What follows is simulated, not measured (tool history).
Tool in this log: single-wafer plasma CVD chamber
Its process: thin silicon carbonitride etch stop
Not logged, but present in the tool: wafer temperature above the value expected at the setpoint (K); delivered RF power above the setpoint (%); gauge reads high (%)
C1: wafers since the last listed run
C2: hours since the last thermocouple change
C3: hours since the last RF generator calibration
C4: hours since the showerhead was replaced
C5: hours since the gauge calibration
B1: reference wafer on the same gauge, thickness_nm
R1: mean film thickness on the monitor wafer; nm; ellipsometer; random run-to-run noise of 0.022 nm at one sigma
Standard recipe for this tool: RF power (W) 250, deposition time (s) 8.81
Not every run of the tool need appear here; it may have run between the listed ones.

run 1 hour=0.0 | RF_power_(W)=210 deposition_time_(s)=8.81 | C1=0 C2=1373.3 C3=137.3 C4=2716.2 C5=292.6 | B1=5.182 | R1=4.655
run 2 hour=70.8 | RF_power_(W)=250 deposition_time_(s)=8.81 | C1=2292 C2=1444.1 C3=208.1 C4=2787.0 C5=363.4 | B1=5.173 | R1=4.972
run 3 hour=131.6 | RF_power_(W)=250 deposition_time_(s)=8.81 | C1=1968 C2=1504.9 C3=268.9 C4=2847.8 C5=424.2 | B1=5.143 | R1=4.986
run 4 hour=171.0 | RF_power_(W)=250 deposition_time_(s)=9.68 | C1=1275 C2=1544.3 C3=308.3 C4=2887.2 C5=463.6 | B1=5.132 | R1=5.418
run 5 hour=195.9 | RF_power_(W)=250 deposition_time_(s)=9.68 | C1=806 C2=1569.2 C3=333.2 C4=2912.1 C5=488.5 | B1=5.149 | R1=5.409
run 6 hour=227.6 | RF_power_(W)=250 deposition_time_(s)=8.81 | C1=1026 C2=1600.9 C3=364.9 C4=2943.8 C5=520.2 | B1=5.121 | R1=4.926
run 7 hour=258.1 | RF_power_(W)=250 deposition_time_(s)=8.81 | C1=987 C2=1631.4 C3=395.4 C4=2974.3 C5=550.7 | B1=5.128 | R1=4.906
run 8 hour=295.2 | RF_power_(W)=250 deposition_time_(s)=8.81 | C1=1201 C2=1668.5 C3=432.5 C4=3011.4 C5=587.8 | B1=5.116 | R1=4.927
run 9 hour=329.2 | RF_power_(W)=235 deposition_time_(s)=8.81 | C1=1101 C2=1702.5 C3=466.5 C4=3045.4 C5=621.8 | B1=5.108 | R1=4.807
run 10 hour=389.7 | RF_power_(W)=235 deposition_time_(s)=8.81 | C1=1959 C2=1763.0 C3=527.0 C4=3105.9 C5=682.3 | B1=5.097 | R1=4.745
run 11 hour=458.6 | RF_power_(W)=235 deposition_time_(s)=8.81 | C1=2231 C2=1831.9 C3=595.9 C4=3174.8 C5=751.2 | B1=5.076 | R1=4.754
-- hour=474.8 gauge calibrated
-- hour=496.4 thermocouple changed; heater temperature recalibrated
run 12 hour=503.3 | RF_power_(W)=250 deposition_time_(s)=8.81 | C1=1188 C2=6.9 C3=640.6 C4=3219.5 C5=28.5 | B1=5.253 | R1=5.074
-- hour=526.2 showerhead replaced
run 13 hour=540.9 | RF_power_(W)=250 deposition_time_(s)=10.08 | C1=958 C2=44.5 C3=678.2 C4=14.7 C5=66.1 | B1=5.248 | R1=5.778
run 14 hour=592.1 | RF_power_(W)=265 deposition_time_(s)=8.36 | C1=1657 C2=95.7 C3=729.4 C4=65.9 C5=117.3 | B1=5.235 | R1=4.896
run 15 hour=630.8 | RF_power_(W)=265 deposition_time_(s)=10.15 | C1=1253 C2=134.4 C3=768.1 C4=104.6 C5=156.0 | B1=5.231 | R1=5.890
-- hour=685.9 RF generator calibrated
run 16 hour=686.4 | RF_power_(W)=235 deposition_time_(s)=8.34 | C1=1541 C2=190.0 C3=0.5 C4=160.2 C5=211.6 | B1=5.219 | R1=4.639
run 17 hour=736.8 | RF_power_(W)=250 deposition_time_(s)=10.05 | C1=1632 C2=240.4 C3=50.9 C4=210.6 C5=262.0 | B1=5.197 | R1=5.696
run 18 hour=762.6 | RF_power_(W)=250 deposition_time_(s)=8.81 | C1=835 C2=266.2 C3=76.7 C4=236.4 C5=287.8 | B1=5.197 | R1=4.946
run 19 hour=826.0 | RF_power_(W)=200 deposition_time_(s)=9.30 | C1=2053 C2=329.6 C3=140.1 C4=299.8 C5=351.2 | B1=5.185 | R1=4.773
run 20 hour=880.4 | RF_power_(W)=250 deposition_time_(s)=8.81 | C1=1761 C2=384.0 C3=194.5 C4=354.2 C5=405.6 | B1=5.170 | R1=4.999
run 21 hour=933.6 | RF_power_(W)=250 deposition_time_(s)=9.68 | C1=1722 C2=437.2 C3=247.7 C4=407.4 C5=458.8 | B1=5.165 | R1=5.413
run 22 hour=978.9 | RF_power_(W)=270 deposition_time_(s)=8.81 | C1=1466 C2=482.5 C3=293.0 C4=452.7 C5=504.1 | B1=5.156 | R1=5.119

Predict each of these 4 candidate next runs independently; none follows another, all start after run 22:
run A hour=979.3 | RF_power_(W)=250 deposition_time_(s)=8.81 | C1=12 C2=482.9 C3=293.4 C4=453.1 C5=504.5 | B1=? | R1=?
run B hour=979.3 | RF_power_(W)=285 deposition_time_(s)=8.81 | C1=12 C2=482.9 C3=293.4 C4=453.1 C5=504.5 | B1=? | R1=?
run C hour=979.3 | RF_power_(W)=295 deposition_time_(s)=8.81 | C1=12 C2=482.9 C3=293.4 C4=453.1 C5=504.5 | B1=? | R1=?
run D hour=979.3 | RF_power_(W)=205 deposition_time_(s)=10.41 | C1=12 C2=482.9 C3=293.4 C4=453.1 C5=504.5 | B1=? | R1=?

run=A B1=5.148 R1=4.962
run=B B1=5.148 R1=5.221
run=C B1=5.148 R1=5.289
run=D B1=5.148 R1=5.404
The same runs, with their run-to-run variation unchanged, on a tool lacking any hidden condition would have given:
run=A R1=5.026
run=B R1=5.288
run=C R1=5.358
run=D R1=5.475
